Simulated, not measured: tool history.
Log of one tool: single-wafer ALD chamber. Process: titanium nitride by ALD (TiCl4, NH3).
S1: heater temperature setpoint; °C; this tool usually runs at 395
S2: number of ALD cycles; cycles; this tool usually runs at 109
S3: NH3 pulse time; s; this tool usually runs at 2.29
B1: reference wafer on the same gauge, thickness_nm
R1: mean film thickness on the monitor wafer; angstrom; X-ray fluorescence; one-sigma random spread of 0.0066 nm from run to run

| run | day | S1 | S2 | S3 | B1 | R1 |
|---|---|---|---|---|---|---|
| 1 | 0.000 | 395 | 109 | 2.29 | 2.518 | 26.94 |
|  | 1.583 | gauge calibrated |
| 2 | 1.650 | 395 | 109 | 2.29 | 2.458 | 26.43 |
| 3 | 5.775 | 395 | 109 | 2.29 | 2.457 | 26.43 |
| 4 | 8.375 | 395 | 109 | 2.29 | 2.459 | 26.45 |
| 5 | 11.142 | 395 | 109 | 2.29 | 2.460 | 26.46 |
| 6 | 13.683 | 395 | 109 | 2.29 | 2.465 | 26.39 |
| 7 | 18.075 | 395 | 109 | 2.29 | 2.469 | 26.52 |
| 8 | 20.408 | 395 | 109 | 2.29 | 2.473 | 26.59 |
| 9 | 22.392 | 399 | 109 | 2.29 | 2.476 | 26.80 |
|  | 22.933 | thermocouple changed; heater temperature recalibrated |
|  | 23.625 | showerhead replaced |
| 10 | 23.962 | 395 | 109 | 2.29 | 2.479 | 26.57 |
| 11 | 27.071 | 395 | 109 | 2.29 | 2.485 | 26.69 |
| 12 | 30.783 | 388 | 120 | 2.68 | 2.494 | 29.47 |
| 13 | 34.825 | 395 | 109 | 2.29 | 2.502 | 26.89 |
| 14 | 39.162 | 406 | 119 | 1.50 | 2.516 | 28.94 |
| 15 | 43.638 | 395 | 109 | 2.29 | 2.531 | 27.17 |
|  | 46.192 | gauge calibrated |
| 16 | 47.542 | 401 | 109 | 2.29 | 2.454 | 26.45 |
| 17 | 51.408 | 409 | 96 | 2.02 | 2.454 | 23.21 |
| 18 | 52.938 | 386 | 109 | 1.82 | 2.455 | 25.68 |
| 19 | 54.558 | 395 | 109 | 2.29 | 2.457 | 26.47 |
| 20 | 56.629 | 395 | 109 | 2.29 | 2.458 | 26.32 |
| 21 | 59.625 | 390 | 101 | 2.52 | 2.460 | 24.50 |
| 22 | 62.717 | 388 | 127 | 2.29 | 2.465 | 30.65 |

Alternative continuations, all from the tool just after run 22; predict every row:
| A | 62.746 | 395 | 118 | 2.29 | ? | ? |
| B | 62.746 | 395 | 98 | 2.64 | ? | ? |
| C | 62.746 | 395 | 109 | 2.65 | ? | ? |
| D | 62.746 | 399 | 100 | 2.90 | ? | ? |

| run | B1 | R1 |
|---|---|---|
| A | 2.467 | 28.72 |
| B | 2.467 | 24.02 |
| C | 2.467 | 26.72 |
| D | 2.467 | 24.68 |
Had the tool no hidden state, the same runs would have come out as:
| run | R1 |
|---|---|
| A | 28.66 |
| B | 23.97 |
| C | 26.66 |
| D | 24.62 |

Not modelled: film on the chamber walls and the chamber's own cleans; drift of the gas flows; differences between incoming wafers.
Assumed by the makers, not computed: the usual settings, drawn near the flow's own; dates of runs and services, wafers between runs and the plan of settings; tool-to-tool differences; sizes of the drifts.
